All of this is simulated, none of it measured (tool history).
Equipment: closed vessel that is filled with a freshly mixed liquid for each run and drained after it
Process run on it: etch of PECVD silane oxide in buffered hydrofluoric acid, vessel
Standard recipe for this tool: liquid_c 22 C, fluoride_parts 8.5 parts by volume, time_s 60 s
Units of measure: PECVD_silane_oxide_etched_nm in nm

| run | hour | liquid_c | fluoride_parts | time_s | wafers since the last listed run | hours since the thermometer was replaced | hours since the hydrofluoric acid flow meter was replaced | hours since the gauge calibration | read-back film thickness of the PECVD silane oxide reference wafer, read on the same gauge (nm) | PECVD_silane_oxide_etched_nm |
|---|---|---|---|---|---|---|---|---|---|---|
| 1 | 0 | 22 | 8.5 | 60 | 0 | 2223.2 | 1504.5 | 174.4 | 60 | 202.87 |
| 2 | 9.3 | 22 | 8.5 | 60 | 1178 | 2232.5 | 1513.8 | 183.7 | 60.01 | 202.97 |
| 3 | 19.6 | 22 | 8.5 | 60 | 1305 | 2242.8 | 1524.1 | 194 | 60 | 202.74 |
| 4 | 31.4 | 22 | 8.5 | 70 | 1495 | 2254.6 | 1535.9 | 205.8 | 59.99 | 236.78 |
| 5 | 46.7 | 22 | 8.5 | 60 | 1939 | 2269.9 | 1551.2 | 221.1 | 59.98 | 202.77 |
| 6 | 60.7 | 22 | 8.5 | 60 | 1774 | 2283.9 | 1565.2 | 235.1 | 60.03 | 203.2 |
|  | 80.7 | gauge calibrated |
|  | 101.1 | thermometer replaced |
| 7 | 111.6 | 22 | 8.5 | 60 | 6325 | 10.5 | 1616.1 | 30.9 | 59.97 | 229.06 |
| 8 | 121.6 | 22 | 8.5 | 60 | 1267 | 20.5 | 1626.1 | 40.9 | 60.02 | 229.07 |
| 9 | 138.3 | 22 | 8.5 | 60 | 2117 | 37.2 | 1642.8 | 57.6 | 60.02 | 229.54 |
| 10 | 154.1 | 22 | 11.5 | 60 | 2003 | 53 | 1658.6 | 73.4 | 59.98 | 172.63 |
| 11 | 165.6 | 22 | 10 | 85 | 1457 | 64.5 | 1670.1 | 84.9 | 59.98 | 271.82 |
|  | 177.3 | hydrofluoric acid flow meter replaced |
| 12 | 177.8 | 19 | 11.5 | 40 | 1419 | 76.7 | 0.5 | 97.1 | 59.97 | 88.61 |
| 13 | 194 | 22 | 5.5 | 30 | 2053 | 92.9 | 16.7 | 113.3 | 59.99 | 154.43 |
| 14 | 207.3 | 22 | 8.5 | 90 | 1686 | 106.2 | 30 | 126.6 | 60.02 | 308.02 |
| 15 | 216.6 | 22 | 8.5 | 60 | 1178 | 115.5 | 39.3 | 135.9 | 60 | 203.54 |

The next listed run, before its measurement:
| 16 | 231.4 | 17 | 10 | 40 | 1876 | 130.3 | 54.1 | 150.7 | ? | ? |

{"run 16": {"read-back film thickness of the PECVD silane oxide reference wafer, read on the same gauge (nm)": 59.99, "PECVD_silane_oxide_etched_nm": 90.39}}
Had the tool carried no hidden state, the very same run would have given PECVD_silane_oxide_etched_nm 91.6 nm.
